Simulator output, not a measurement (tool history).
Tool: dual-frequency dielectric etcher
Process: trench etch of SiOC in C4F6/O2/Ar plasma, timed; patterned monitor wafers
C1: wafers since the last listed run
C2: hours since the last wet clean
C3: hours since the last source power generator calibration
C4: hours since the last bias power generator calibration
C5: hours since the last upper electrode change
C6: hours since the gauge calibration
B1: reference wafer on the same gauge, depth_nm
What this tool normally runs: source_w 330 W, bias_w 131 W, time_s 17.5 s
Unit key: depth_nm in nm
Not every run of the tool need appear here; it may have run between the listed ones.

run 1 hour=0 | source_w=330 bias_w=131 time_s=17.5 | C1=0 C2=116.9 C3=4717.2 C4=2681.8 C5=4669.1 C6=174.3 | B1=32.28 | depth_nm=30.3
run 2 hour=6.6 | source_w=330 bias_w=131 time_s=17.5 | C1=116 C2=123.5 C3=4723.8 C4=2688.4 C5=4675.7 C6=180.9 | B1=32.29 | depth_nm=30.4
run 3 hour=14.8 | source_w=330 bias_w=131 time_s=17.5 | C1=144 C2=131.7 C3=4732 C4=2696.6 C5=4683.9 C6=189.1 | B1=32.3 | depth_nm=30.37
run 4 hour=31.2 | source_w=330 bias_w=113 time_s=17.5 | C1=289 C2=148.1 C3=4748.4 C4=2713 C5=4700.3 C6=205.5 | B1=32.31 | depth_nm=29.11
-- hour=61.9 bias power generator calibrated
run 5 hour=76.7 | source_w=330 bias_w=113 time_s=17.5 | C1=733 C2=193.6 C3=4793.9 C4=14.8 C5=4745.8 C6=251 | B1=32.29 | depth_nm=29.15
run 6 hour=84.3 | source_w=330 bias_w=113 time_s=17.5 | C1=134 C2=201.2 C3=4801.5 C4=22.4 C5=4753.4 C6=258.6 | B1=32.31 | depth_nm=29.12
run 7 hour=101.6 | source_w=330 bias_w=131 time_s=17.5 | C1=305 C2=218.5 C3=4818.8 C4=39.7 C5=4770.7 C6=275.9 | B1=32.3 | depth_nm=30.49
run 8 hour=109.2 | source_w=330 bias_w=131 time_s=17.5 | C1=134 C2=226.1 C3=4826.4 C4=47.3 C5=4778.3 C6=283.5 | B1=32.31 | depth_nm=30.57
run 9 hour=124.6 | source_w=330 bias_w=131 time_s=19.5 | C1=272 C2=241.5 C3=4841.8 C4=62.7 C5=4793.7 C6=298.9 | B1=32.29 | depth_nm=33.95
run 10 hour=135.3 | source_w=400 bias_w=118 time_s=14 | C1=189 C2=252.2 C3=4852.5 C4=73.4 C5=4804.4 C6=309.6 | B1=32.3 | depth_nm=25.42
-- hour=146.1 gauge calibrated
-- hour=150.6 source power generator calibrated
run 11 hour=151.1 | source_w=330 bias_w=113 time_s=17.5 | C1=208 C2=268 C3=0.5 C4=89.2 C5=4820.2 C6=5 | B1=32.3 | depth_nm=29.24
run 12 hour=165.8 | source_w=330 bias_w=131 time_s=17.5 | C1=259 C2=282.7 C3=15.2 C4=103.9 C5=4834.9 C6=19.7 | B1=32.31 | depth_nm=30.51
run 13 hour=193 | source_w=400 bias_w=131 time_s=17.5 | C1=480 C2=309.9 C3=42.4 C4=131.1 C5=4862.1 C6=46.9 | B1=32.31 | depth_nm=32.69
run 14 hour=208.4 | source_w=400 bias_w=107 time_s=15 | C1=272 C2=325.3 C3=57.8 C4=146.5 C5=4877.5 C6=62.3 | B1=32.31 | depth_nm=26.43
-- hour=242.1 wet clean of the chamber
-- hour=266.1 upper electrode replaced
run 15 hour=266.6 | source_w=330 bias_w=131 time_s=14 | C1=180 C2=24.5 C3=116 C4=204.7 C5=0.5 C6=120.5 | B1=32.3 | depth_nm=24.19
run 16 hour=266.9 | source_w=330 bias_w=156 time_s=22 | C1=5 C2=24.8 C3=116.3 C4=205 C5=0.8 C6=120.8 | B1=32.3 | depth_nm=40.02
run 17 hour=267.2 | source_w=330 bias_w=164 time_s=22 | C1=5 C2=25.1 C3=116.6 C4=205.3 C5=1.1 C6=121.1 | B1=32.3 | depth_nm=40.72
run 18 hour=267.6 | source_w=330 bias_w=131 time_s=22 | C1=7 C2=25.5 C3=117 C4=205.7 C5=1.5 C6=121.5 | B1=32.29 | depth_nm=38.05
run 19 hour=276.5 | source_w=330 bias_w=162 time_s=19 | C1=157 C2=34.4 C3=125.9 C4=214.6 C5=10.4 C6=130.4 | B1=32.3 | depth_nm=35.04
run 20 hour=291.3 | source_w=330 bias_w=102 time_s=17.5 | C1=261 C2=49.2 C3=140.7 C4=229.4 C5=25.2 C6=145.2 | B1=32.29 | depth_nm=28.11
run 21 hour=309.2 | source_w=330 bias_w=131 time_s=15 | C1=316 C2=67.1 C3=158.6 C4=247.3 C5=43.1 C6=163.1 | B1=32.31 | depth_nm=25.92
run 22 hour=324.5 | source_w=270 bias_w=118 time_s=22 | C1=270 C2=82.4 C3=173.9 C4=262.6 C5=58.4 C6=178.4 | B1=32.29 | depth_nm=34.36
run 23 hour=336.2 | source_w=330 bias_w=157 time_s=17.5 | C1=206 C2=94.1 C3=185.6 C4=274.3 C5=70.1 C6=190.1 | B1=32.3 | depth_nm=31.89
run 24 hour=348.2 | source_w=290 bias_w=149 time_s=13.5 | C1=212 C2=106.1 C3=197.6 C4=286.3 C5=82.1 C6=202.1 | B1=32.32 | depth_nm=23.2
run 25 hour=361 | source_w=330 bias_w=131 time_s=14.5 | C1=226 C2=118.9 C3=210.4 C4=299.1 C5=94.9 C6=214.9 | B1=32.31 | depth_nm=25.14
run 26 hour=375.3 | source_w=260 bias_w=150 time_s=16 | C1=252 C2=133.2 C3=224.7 C4=313.4 C5=109.2 C6=229.2 | B1=32.31 | depth_nm=26.63
run 27 hour=391.8 | source_w=330 bias_w=131 time_s=14 | C1=291 C2=149.7 C3=241.2 C4=329.9 C5=125.7 C6=245.7 | B1=32.31 | depth_nm=24.31
run 28 hour=401 | source_w=330 bias_w=131 time_s=17.5 | C1=162 C2=158.9 C3=250.4 C4=339.1 C5=134.9 C6=254.9 | B1=32.29 | depth_nm=30.39
run 29 hour=418.3 | source_w=280 bias_w=104 time_s=19.5 | C1=305 C2=176.2 C3=267.7 C4=356.4 C5=152.2 C6=272.2 | B1=32.29 | depth_nm=29.87
run 30 hour=425.8 | source_w=330 bias_w=164 time_s=22 | C1=132 C2=183.7 C3=275.2 C4=363.9 C5=159.7 C6=279.7 | B1=32.31 | depth_nm=40.85

4 options for the next run, each taken on its own from the tool as it stands now. Forecast them:
run A hour=426.2 | source_w=330 bias_w=131 time_s=17.5 | C1=7 C2=184.1 C3=275.6 C4=364.3 C5=160.1 C6=280.1 | B1=? | depth_nm=?
run B hour=426.2 | source_w=330 bias_w=98 time_s=17.5 | C1=7 C2=184.1 C3=275.6 C4=364.3 C5=160.1 C6=280.1 | B1=? | depth_nm=?
run C hour=426.2 | source_w=330 bias_w=99 time_s=17.5 | C1=7 C2=184.1 C3=275.6 C4=364.3 C5=160.1 C6=280.1 | B1=? | depth_nm=?
run D hour=426.2 | source_w=330 bias_w=159 time_s=21.5 | C1=7 C2=184.1 C3=275.6 C4=364.3 C5=160.1 C6=280.1 | B1=? | depth_nm=?

run=A B1=32.31 depth_nm=30.46
run=B B1=32.31 depth_nm=28
run=C B1=32.31 depth_nm=28.08
run=D B1=32.31 depth_nm=39.71
The same runs, with their run-to-run variation unchanged, on a tool lacking any hidden condition would have given:
run=A depth_nm=30.32
run=B depth_nm=27.88
run=C depth_nm=27.96
run=D depth_nm=39.54

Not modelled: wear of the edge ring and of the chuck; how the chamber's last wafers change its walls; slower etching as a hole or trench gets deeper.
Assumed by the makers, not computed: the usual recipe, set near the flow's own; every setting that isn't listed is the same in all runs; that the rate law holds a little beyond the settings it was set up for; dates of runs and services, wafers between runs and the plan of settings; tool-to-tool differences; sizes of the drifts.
